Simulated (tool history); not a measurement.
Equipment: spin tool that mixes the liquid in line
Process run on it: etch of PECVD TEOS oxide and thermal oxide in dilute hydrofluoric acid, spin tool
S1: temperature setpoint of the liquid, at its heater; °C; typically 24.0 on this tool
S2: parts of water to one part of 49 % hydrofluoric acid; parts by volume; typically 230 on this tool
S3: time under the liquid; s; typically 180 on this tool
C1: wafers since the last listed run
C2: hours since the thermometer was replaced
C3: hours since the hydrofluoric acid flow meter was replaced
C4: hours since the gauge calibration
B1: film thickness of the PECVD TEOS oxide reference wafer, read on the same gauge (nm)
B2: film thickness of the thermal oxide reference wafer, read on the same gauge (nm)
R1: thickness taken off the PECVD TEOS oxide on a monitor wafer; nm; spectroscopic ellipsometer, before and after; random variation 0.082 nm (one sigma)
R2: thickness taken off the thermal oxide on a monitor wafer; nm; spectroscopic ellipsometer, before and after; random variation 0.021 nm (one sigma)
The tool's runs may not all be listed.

| run | hour | S1 | S2 | S3 | C1 | C2 | C3 | C4 | B1 | B2 | R1 | R2 |
|---|---|---|---|---|---|---|---|---|---|---|---|---|
| 1 | 0.0 | 24.0 | 230 | 180 | 0 | 1508.8 | 1428.1 | 506.4 | 69.99 | 139.978 | 9.24 | 3.539 |
|  | 99.5 | gauge calibrated |
| 2 | 102.4 | 24.0 | 230 | 180 | 695 | 1611.2 | 1530.5 | 2.9 | 69.98 | 139.992 | 9.39 | 3.573 |
| 3 | 142.5 | 24.0 | 230 | 260 | 272 | 1651.3 | 1570.6 | 43.0 | 70.00 | 139.998 | 13.63 | 5.201 |
| 4 | 186.7 | 24.0 | 230 | 260 | 300 | 1695.5 | 1614.8 | 87.2 | 70.00 | 139.985 | 13.65 | 5.196 |
| 5 | 358.2 | 24.0 | 230 | 180 | 1165 | 1867.0 | 1786.3 | 258.7 | 70.01 | 140.002 | 9.63 | 3.686 |
| 6 | 429.0 | 24.0 | 230 | 180 | 481 | 1937.8 | 1857.1 | 329.5 | 70.00 | 139.993 | 9.53 | 3.637 |
| 7 | 528.7 | 24.0 | 230 | 180 | 677 | 2037.5 | 1956.8 | 429.2 | 70.00 | 140.002 | 9.75 | 3.699 |
|  | 541.6 | hydrofluoric acid flow meter replaced |
| 8 | 593.0 | 24.0 | 230 | 180 | 430 | 2101.8 | 51.4 | 493.5 | 70.01 | 140.007 | 8.39 | 3.278 |
| 9 | 697.6 | 20.5 | 150 | 275 | 710 | 2206.4 | 156.0 | 598.1 | 70.02 | 140.004 | 18.66 | 7.363 |
|  | 768.6 | gauge calibrated |
| 10 | 788.5 | 24.0 | 160 | 180 | 617 | 2297.3 | 246.9 | 19.9 | 69.99 | 140.001 | 13.28 | 5.111 |
| 11 | 830.7 | 24.0 | 230 | 220 | 286 | 2339.5 | 289.1 | 62.1 | 69.98 | 140.012 | 10.62 | 4.113 |
|  | 896.8 | thermometer replaced |
| 12 | 898.0 | 24.0 | 230 | 180 | 450 | 1.2 | 356.4 | 129.4 | 70.01 | 140.020 | 8.72 | 3.333 |
| 13 | 972.5 | 24.0 | 230 | 180 | 506 | 75.7 | 430.9 | 203.9 | 70.00 | 139.997 | 8.73 | 3.358 |
| 14 | 1033.5 | 25.5 | 230 | 135 | 414 | 136.7 | 491.9 | 264.9 | 69.99 | 139.986 | 6.98 | 2.630 |
| 15 | 1141.1 | 25.5 | 230 | 180 | 731 | 244.3 | 599.5 | 372.5 | 70.01 | 139.985 | 9.39 | 3.545 |

Each row is a separate what-if for the run after 15, all from the same tool condition, not one after another. Results?
| A | 1141.6 | 24.0 | 230 | 180 | 3 | 244.8 | 600.0 | 373.0 | ? | ? | ? | ? |
| B | 1141.6 | 24.0 | 115 | 225 | 3 | 244.8 | 600.0 | 373.0 | ? | ? | ? | ? |
| C | 1141.6 | 19.5 | 230 | 145 | 3 | 244.8 | 600.0 | 373.0 | ? | ? | ? | ? |
| D | 1141.6 | 28.0 | 325 | 95 | 3 | 244.8 | 600.0 | 373.0 | ? | ? | ? | ? |

| run | B1 | B2 | R1 | R2 |
|---|---|---|---|---|
| A | 70.00 | 140.009 | 8.86 | 3.402 |
| B | 70.00 | 140.009 | 25.02 | 9.612 |
| C | 70.00 | 140.009 | 6.03 | 2.315 |
| D | 70.00 | 140.009 | 3.46 | 1.329 |
Had the tool no hidden state, the same runs would have come out as:
| run | R1 | R2 |
|---|---|---|
| A | 8.24 | 3.165 |
| B | 23.42 | 8.995 |
| C | 5.62 | 2.157 |
| D | 3.20 | 1.229 |
